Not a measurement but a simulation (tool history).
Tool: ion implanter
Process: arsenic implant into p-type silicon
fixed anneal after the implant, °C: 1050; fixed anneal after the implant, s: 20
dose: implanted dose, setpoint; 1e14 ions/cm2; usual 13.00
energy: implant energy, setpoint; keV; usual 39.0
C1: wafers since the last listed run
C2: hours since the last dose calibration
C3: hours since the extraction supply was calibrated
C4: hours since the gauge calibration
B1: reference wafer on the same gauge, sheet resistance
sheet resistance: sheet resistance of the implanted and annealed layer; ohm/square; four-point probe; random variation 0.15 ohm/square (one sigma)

run 1 hour=0.0 | dose=13.00 energy=39.0 | C1=0 C2=1020.3 C3=2272.1 C4=220.5 | B1=99.65 | sheet_resistance=94.74
-- hour=13.2 gauge calibrated
run 2 hour=30.1 | dose=13.00 energy=39.0 | C1=459 C2=1050.4 C3=2302.2 C4=16.9 | B1=99.57 | sheet_resistance=94.85
run 3 hour=64.7 | dose=11.52 energy=39.0 | C1=527 C2=1085.0 C3=2336.8 C4=51.5 | B1=99.58 | sheet_resistance=102.20
run 4 hour=90.9 | dose=11.52 energy=39.0 | C1=399 C2=1111.2 C3=2363.0 C4=77.7 | B1=99.59 | sheet_resistance=102.36
-- hour=101.0 extraction supply calibrated
run 5 hour=103.5 | dose=13.00 energy=31.0 | C1=70 C2=1123.8 C3=2.5 C4=90.3 | B1=99.58 | sheet_resistance=98.72
run 6 hour=120.2 | dose=13.00 energy=39.0 | C1=254 C2=1140.5 C3=19.2 C4=107.0 | B1=99.58 | sheet_resistance=94.66
run 7 hour=132.9 | dose=13.00 energy=39.0 | C1=193 C2=1153.2 C3=31.9 C4=119.7 | B1=99.61 | sheet_resistance=94.60
run 8 hour=164.7 | dose=15.44 energy=43.0 | C1=485 C2=1185.0 C3=63.7 C4=151.5 | B1=99.60 | sheet_resistance=83.54
-- hour=185.1 Faraday cup replaced and dose calibrated
run 9 hour=199.3 | dose=15.87 energy=27.5 | C1=405 C2=14.2 C3=98.3 C4=186.1 | B1=99.62 | sheet_resistance=92.08
run 10 hour=216.4 | dose=16.88 energy=48.5 | C1=260 C2=31.3 C3=115.4 C4=203.2 | B1=99.62 | sheet_resistance=78.82
-- hour=228.7 gauge calibrated
run 11 hour=248.8 | dose=15.37 energy=28.0 | C1=494 C2=63.7 C3=147.8 C4=20.1 | B1=99.62 | sheet_resistance=93.17
run 12 hour=265.2 | dose=13.00 energy=39.0 | C1=250 C2=80.1 C3=164.2 C4=36.5 | B1=99.63 | sheet_resistance=96.84
run 13 hour=300.9 | dose=13.00 energy=39.0 | C1=544 C2=115.8 C3=199.9 C4=72.2 | B1=99.63 | sheet_resistance=96.64
run 14 hour=313.9 | dose=9.89 energy=29.0 | C1=198 C2=128.8 C3=212.9 C4=85.2 | B1=99.58 | sheet_resistance=121.23

5 ways to go on from here, each from the tool as it stands after run 14. What would each give?
run A hour=314.3 | dose=11.59 energy=39.0 | C1=6 C2=129.2 C3=213.3 C4=85.6 | B1=? | sheet_resistance=?
run B hour=314.3 | dose=9.84 energy=52.0 | C1=6 C2=129.2 C3=213.3 C4=85.6 | B1=? | sheet_resistance=?
run C hour=314.3 | dose=14.69 energy=51.5 | C1=6 C2=129.2 C3=213.3 C4=85.6 | B1=? | sheet_resistance=?
run D hour=314.3 | dose=13.00 energy=34.5 | C1=6 C2=129.2 C3=213.3 C4=85.6 | B1=? | sheet_resistance=?
run E hour=314.3 | dose=15.48 energy=47.5 | C1=6 C2=129.2 C3=213.3 C4=85.6 | B1=? | sheet_resistance=?

run=A B1=99.61 sheet_resistance=104.28
run=B B1=99.61 sheet_resistance=111.45
run=C B1=99.61 sheet_resistance=84.61
run=D B1=99.61 sheet_resistance=98.94
run=E B1=99.61 sheet_resistance=83.32
Without the tool's hidden state the same runs would have given:
run=A sheet_resistance=104.72
run=B sheet_resistance=111.97
run=C sheet_resistance=84.96
run=D sheet_resistance=99.32
run=E sheet_resistance=83.65
